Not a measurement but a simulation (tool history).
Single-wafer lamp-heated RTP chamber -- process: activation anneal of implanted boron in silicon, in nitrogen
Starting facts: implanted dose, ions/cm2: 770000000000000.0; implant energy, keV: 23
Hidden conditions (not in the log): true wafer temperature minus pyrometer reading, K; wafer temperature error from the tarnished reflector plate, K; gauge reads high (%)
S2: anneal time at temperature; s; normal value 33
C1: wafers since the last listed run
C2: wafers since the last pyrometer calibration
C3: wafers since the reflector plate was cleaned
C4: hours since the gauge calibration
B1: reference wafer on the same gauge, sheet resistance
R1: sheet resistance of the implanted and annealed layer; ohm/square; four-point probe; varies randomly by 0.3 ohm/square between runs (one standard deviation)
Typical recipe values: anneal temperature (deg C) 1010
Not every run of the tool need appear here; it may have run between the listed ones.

{"run": 1, "hour": 0.0, "anneal temperature (deg C)": 1010, "S2": 33, "C1": 0, "C2": 1125, "C3": 8878, "C4": 5.1, "B1": 122.92, "R1": 151.93}
{"run": 2, "hour": 26.1, "anneal temperature (deg C)": 1010, "S2": 33, "C1": 423, "C2": 1549, "C3": 9301, "C4": 31.2, "B1": 122.87, "R1": 151.82}
{"run": 3, "hour": 56.1, "anneal temperature (deg C)": 1010, "S2": 43, "C1": 486, "C2": 2035, "C3": 9788, "C4": 61.2, "B1": 123.03, "R1": 151.36}
{"run": 4, "hour": 85.4, "anneal temperature (deg C)": 1010, "S2": 43, "C1": 475, "C2": 2510, "C3": 10263, "C4": 90.5, "B1": 123.04, "R1": 151.14}
{"run": 5, "hour": 101.4, "anneal temperature (deg C)": 1010, "S2": 33, "C1": 259, "C2": 2770, "C3": 10522, "C4": 106.5, "B1": 123.04, "R1": 150.96}
{"run": 6, "hour": 121.4, "anneal temperature (deg C)": 1010, "S2": 33, "C1": 324, "C2": 3094, "C3": 10847, "C4": 126.5, "B1": 123.01, "R1": 151.33}
{"hour": 140.5, "done": "pyrometer window cleaned and pyrometer calibrated"}
{"run": 7, "hour": 141.0, "anneal temperature (deg C)": 1010, "S2": 33, "C1": 188, "C2": 7, "C3": 11035, "C4": 146.1, "B1": 122.96, "R1": 150.97}
{"run": 8, "hour": 211.0, "anneal temperature (deg C)": 999, "S2": 33, "C1": 1135, "C2": 1142, "C3": 12170, "C4": 216.1, "B1": 122.9, "R1": 151.91}
{"run": 9, "hour": 227.1, "anneal temperature (deg C)": 1010, "S2": 33, "C1": 261, "C2": 1403, "C3": 12431, "C4": 232.2, "B1": 122.93, "R1": 150.37}
{"run": 10, "hour": 241.0, "anneal temperature (deg C)": 1010, "S2": 33, "C1": 225, "C2": 1629, "C3": 12656, "C4": 246.1, "B1": 122.95, "R1": 150.88}
{"run": 11, "hour": 256.1, "anneal temperature (deg C)": 1010, "S2": 33, "C1": 244, "C2": 1874, "C3": 12901, "C4": 261.2, "B1": 123.1, "R1": 150.72}
{"run": 12, "hour": 287.2, "anneal temperature (deg C)": 1010, "S2": 33, "C1": 504, "C2": 2378, "C3": 13405, "C4": 292.3, "B1": 122.95, "R1": 150.33}
{"hour": 313.8, "done": "reflector plate cleaned"}
{"run": 13, "hour": 315.4, "anneal temperature (deg C)": 1010, "S2": 33, "C1": 327, "C2": 2705, "C3": 25, "C4": 320.5, "B1": 122.96, "R1": 150.53}
{"run": 14, "hour": 337.0, "anneal temperature (deg C)": 1010, "S2": 33, "C1": 350, "C2": 3056, "C3": 376, "C4": 342.1, "B1": 123.02, "R1": 150.63}
{"run": 15, "hour": 352.8, "anneal temperature (deg C)": 1010, "S2": 33, "C1": 256, "C2": 3312, "C3": 632, "C4": 357.9, "B1": 123.02, "R1": 150.35}
{"run": 16, "hour": 373.9, "anneal temperature (deg C)": 1010, "S2": 33, "C1": 342, "C2": 3654, "C3": 974, "C4": 379, "B1": 123.01, "R1": 149.69}
{"hour": 387.0, "done": "pyrometer window cleaned and pyrometer calibrated, repeated, since the last time left the tool worse"}
{"run": 17, "hour": 393.7, "anneal temperature (deg C)": 1010, "S2": 33, "C1": 191, "C2": 107, "C3": 1165, "C4": 398.8, "B1": 122.96, "R1": 152.49}
{"run": 18, "hour": 407.5, "anneal temperature (deg C)": 997, "S2": 33, "C1": 223, "C2": 331, "C3": 1389, "C4": 412.6, "B1": 123.03, "R1": 154.54}
{"run": 19, "hour": 430.2, "anneal temperature (deg C)": 990, "S2": 22, "C1": 368, "C2": 699, "C3": 1757, "C4": 435.3, "B1": 122.99, "R1": 158.42}
{"run": 20, "hour": 443.6, "anneal temperature (deg C)": 1025, "S2": 33, "C1": 217, "C2": 917, "C3": 1975, "C4": 448.7, "B1": 122.9, "R1": 150}
{"run": 21, "hour": 476.1, "anneal temperature (deg C)": 985, "S2": 33, "C1": 526, "C2": 1444, "C3": 2502, "C4": 481.2, "B1": 123.07, "R1": 158.93}
{"run": 22, "hour": 495.6, "anneal temperature (deg C)": 981, "S2": 17, "C1": 316, "C2": 1760, "C3": 2818, "C4": 500.7, "B1": 123.07, "R1": 163.9}
{"run": 23, "hour": 527.9, "anneal temperature (deg C)": 1022, "S2": 43, "C1": 523, "C2": 2284, "C3": 3341, "C4": 533, "B1": 122.98, "R1": 149.76}
{"run": 24, "hour": 556.3, "anneal temperature (deg C)": 989, "S2": 51, "C1": 460, "C2": 2744, "C3": 3802, "C4": 561.4, "B1": 123.07, "R1": 154.66}
{"hour": 575.8, "done": "pyrometer window cleaned and pyrometer calibrated"}
{"run": 25, "hour": 576.3, "anneal temperature (deg C)": 1025, "S2": 22, "C1": 194, "C2": 8, "C3": 3997, "C4": 581.4, "B1": 122.93, "R1": 150.66}
{"hour": 580.3, "done": "gauge calibrated"}
{"run": 26, "hour": 593.7, "anneal temperature (deg C)": 1010, "S2": 33, "C1": 282, "C2": 290, "C3": 4279, "C4": 13.4, "B1": 122.97, "R1": 151.67}
{"run": 27, "hour": 674.5, "anneal temperature (deg C)": 1010, "S2": 33, "C1": 1310, "C2": 1600, "C3": 5589, "C4": 94.2, "B1": 123.1, "R1": 151.45}
{"run": 28, "hour": 709.2, "anneal temperature (deg C)": 997, "S2": 33, "C1": 562, "C2": 2163, "C3": 6152, "C4": 128.9, "B1": 123.05, "R1": 153.96}
{"run": 29, "hour": 738.7, "anneal temperature (deg C)": 1010, "S2": 33, "C1": 478, "C2": 2641, "C3": 6630, "C4": 158.4, "B1": 123.11, "R1": 151.43}
{"run": 30, "hour": 753.3, "anneal temperature (deg C)": 1010, "S2": 40, "C1": 236, "C2": 2878, "C3": 6867, "C4": 173, "B1": 123.04, "R1": 150.49}
{"run": 31, "hour": 767.3, "anneal temperature (deg C)": 1000, "S2": 22, "C1": 227, "C2": 3105, "C3": 7094, "C4": 187, "B1": 123, "R1": 154.11}
{"hour": 793.7, "done": "pyrometer window cleaned and pyrometer calibrated"}
{"run": 32, "hour": 802.2, "anneal temperature (deg C)": 1010, "S2": 33, "C1": 436, "C2": 137, "C3": 7530, "C4": 221.9, "B1": 123.06, "R1": 152.7}
{"run": 33, "hour": 814.5, "anneal temperature (deg C)": 1010, "S2": 33, "C1": 199, "C2": 337, "C3": 7729, "C4": 234.2, "B1": 123.03, "R1": 151.72}
{"run": 34, "hour": 828.6, "anneal temperature (deg C)": 1010, "S2": 49, "C1": 228, "C2": 566, "C3": 7958, "C4": 248.3, "B1": 123.11, "R1": 150.62}
{"run": 35, "hour": 844.5, "anneal temperature (deg C)": 1010, "S2": 33, "C1": 257, "C2": 823, "C3": 8216, "C4": 264.2, "B1": 123.04, "R1": 151.52}
{"run": 36, "hour": 869.0, "anneal temperature (deg C)": 994, "S2": 50, "C1": 397, "C2": 1221, "C3": 8613, "C4": 288.7, "B1": 123, "R1": 154.4}
{"run": 37, "hour": 894.8, "anneal temperature (deg C)": 989, "S2": 33, "C1": 418, "C2": 1639, "C3": 9031, "C4": 314.5, "B1": 122.95, "R1": 156.41}
{"run": 38, "hour": 921.3, "anneal temperature (deg C)": 1030, "S2": 33, "C1": 429, "C2": 2069, "C3": 9461, "C4": 341, "B1": 123.02, "R1": 149.53}

Subtracting, for every run, the result it would have given without the tool's unlogged condition from the measured result gives the following. The same run-to-run variation enters both numbers; the gauge's scatter may not:
run=1 R1=-0.3
run=2 R1=-0.4
run=3 R1=-0.49
run=4 R1=-0.58
run=5 R1=-0.67
run=6 R1=-0.74
run=7 R1=-1.19
run=8 R1=-2.28
run=9 R1=-1.43
run=10 R1=-1.47
run=11 R1=-1.51
run=12 R1=-1.59
run=13 R1=-1.67
run=14 R1=-1.72
run=15 R1=-1.76
run=16 R1=-1.8
run=17 R1=-0.06
run=18 R1=-0.22
run=19 R1=-0.64
run=20 R1=-0.15
run=21 R1=-1.23
run=22 R1=-2.31
run=23 R1=-0.37
run=24 R1=-1.52
run=25 R1=-0.02
run=26 R1=-0.1
run=27 R1=-0.43
run=28 R1=-1.02
run=29 R1=-0.66
run=30 R1=-0.68
run=31 R1=-1.42
run=32 R1=-0.09
run=33 R1=-0.14
run=34 R1=-0.18
run=35 R1=-0.26
run=36 R1=-0.65
run=37 R1=-1.2
run=38 R1=-0.27
